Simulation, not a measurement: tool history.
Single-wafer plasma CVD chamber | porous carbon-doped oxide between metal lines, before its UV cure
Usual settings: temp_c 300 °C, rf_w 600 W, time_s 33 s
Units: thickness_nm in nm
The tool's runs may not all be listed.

run   hour  temp_c  rf_w  time_s  wafers since the last listed run  hours since the last thermocouple change  hours since the last RF generator calibration  hours since the showerhead was replaced  hours since the gauge calibration  read-back reference wafer on the same gauge, thickness_nm  thickness_nm
  1      0     294   600      33                                 0                                    1446.8                                         1215.9                                   3086.5                              263.9                                                    199.027       207.973
  2    6.4     294   600      33                               164                                    1453.2                                         1222.3                                   3092.9                              270.3                                                    199.048        208.77
  3   14.5     294   600      33                               207                                    1461.3                                         1230.4                                     3101                              278.4                                                    198.881       208.393
  4   29.7     300   600      33                               389                                    1476.5                                         1245.6                                   3116.2                              293.6                                                    199.172       202.316
  5   37.4     300   600      33                               197                                    1484.2                                         1253.3                                   3123.9                              301.3                                                    199.077       203.009
  6   51.5     300   600      33                               361                                    1498.3                                         1267.4                                     3138                              315.4                                                    198.842       202.092
  7   63.4     300   600      33                               305                                    1510.2                                         1279.3                                   3149.9                              327.3                                                    198.924       202.828
  8   77.6     300   600      33                               364                                    1524.4                                         1293.5                                   3164.1                              341.5                                                    198.965       201.799
  9   87.9     300   600      33                               264                                    1534.7                                         1303.8                                   3174.4                              351.8                                                    198.875       202.629
 10   99.2     300   670      33                               289                                      1546                                         1315.1                                   3185.7                              363.1                                                      199.2       217.178
 11  146.9     300   670      33                              1223                                    1593.7                                         1362.8                                   3233.4                              410.8                                                    199.049       216.856
 12  158.2     300   670      33                               289                                      1605                                         1374.1                                   3244.7                              422.1                                                    199.035       217.394
 13  164.5     300   600      33                               161                                    1611.3                                         1380.4                                     3251                              428.4                                                    199.027       201.027
 14  177.8     300   600      33                               341                                    1624.6                                         1393.7                                   3264.3                              441.7                                                    199.031       201.576
     185.5  -- gauge calibrated
 15  187.4     300   600      33                               246                                    1634.2                                         1403.3                                   3273.9                                1.9                                                    198.926       201.721
 16  205.4     300   600      33                               461                                    1652.2                                         1421.3                                   3291.9                               19.9                                                    198.945       200.732
 17  223.5     300   600      33                               464                                    1670.3                                         1439.4                                     3310                                 38                                                    199.198       202.272
 18  238.8     290   650    30.5                               392                                    1685.6                                         1454.7                                   3325.3                               53.3                                                    198.848       206.632
 19  246.3     300   600      33                               192                                    1693.1                                         1462.2                                   3332.8                               60.8                                                    199.206       201.035
 20  259.2     307   555    30.8                               330                                      1706                                         1475.1                                   3345.7                               73.7                                                    199.112       171.438
 21  269.7     288   700      33                               269                                    1716.5                                         1485.6                                   3356.2                               84.2                                                    199.013       236.542
 22  278.2     300   600      33                               218                                      1725                                         1494.1                                   3364.7                               92.7                                                    198.926       200.552
 23  284.7     288   710    30.4                               166                                    1731.5                                         1500.6                                   3371.2                               99.2                                                    199.049       220.533
     298.9  -- RF generator calibrated
 24  299.4     300   600      33                               171                                    1746.2                                            0.5                                   3385.9                              113.9                                                    198.944       211.162
 25  304.3     294   665    27.7                               125                                    1751.1                                            5.4                                   3390.8                              118.8                                                    199.136       197.168
 26  318.2     300   540      33                               356                                      1765                                           19.3                                   3404.7                              132.7                                                    198.962       195.583
       331  -- showerhead replaced
       332  -- thermocouple changed; heater temperature recalibrated
 27  332.5     311   690      33                               136                                       0.5                                           33.6                                      1.5                                147                                                    198.956       219.451
 28  373.9     293   600    28.7                              1061                                      41.9                                             75                                     42.9                              188.4                                                    199.127       191.579
 29  389.7     300   600      33                               405                                      57.7                                           90.8                                     58.7                              204.2                                                    199.072       210.401
 30  405.5     300   600    29.8                               405                                      73.5                                          106.6                                     74.5                                220                                                    198.806       190.808
 31  421.5     311   655    29.9                               410                                      89.5                                          122.6                                     90.5                                236                                                    198.995       192.977

Forecast each of these 4 alternatives for the next run:
  A  421.9     300   600      33                                10                                      89.9                                            123                                     90.9                              236.4                                                          ?             ?
  B  421.9     308   565      33                                10                                      89.9                                            123                                     90.9                              236.4                                                          ?             ?
  C  421.9     286   675      33                                10                                      89.9                                            123                                     90.9                              236.4                                                          ?             ?
  D  421.9     294   600    28.4                                10                                      89.9                                            123                                     90.9                              236.4                                                          ?             ?

run  read-back reference wafer on the same gauge, thickness_nm  thickness_nm
  A                                                    199.105       210.713
  B                                                    199.105       194.591
  C                                                    199.105        245.21
  D                                                    199.105       187.825
Without the tool's hidden state the same runs would have given:
run  thickness_nm
  A       212.155
  B       195.922
  C       246.861
  D        189.11
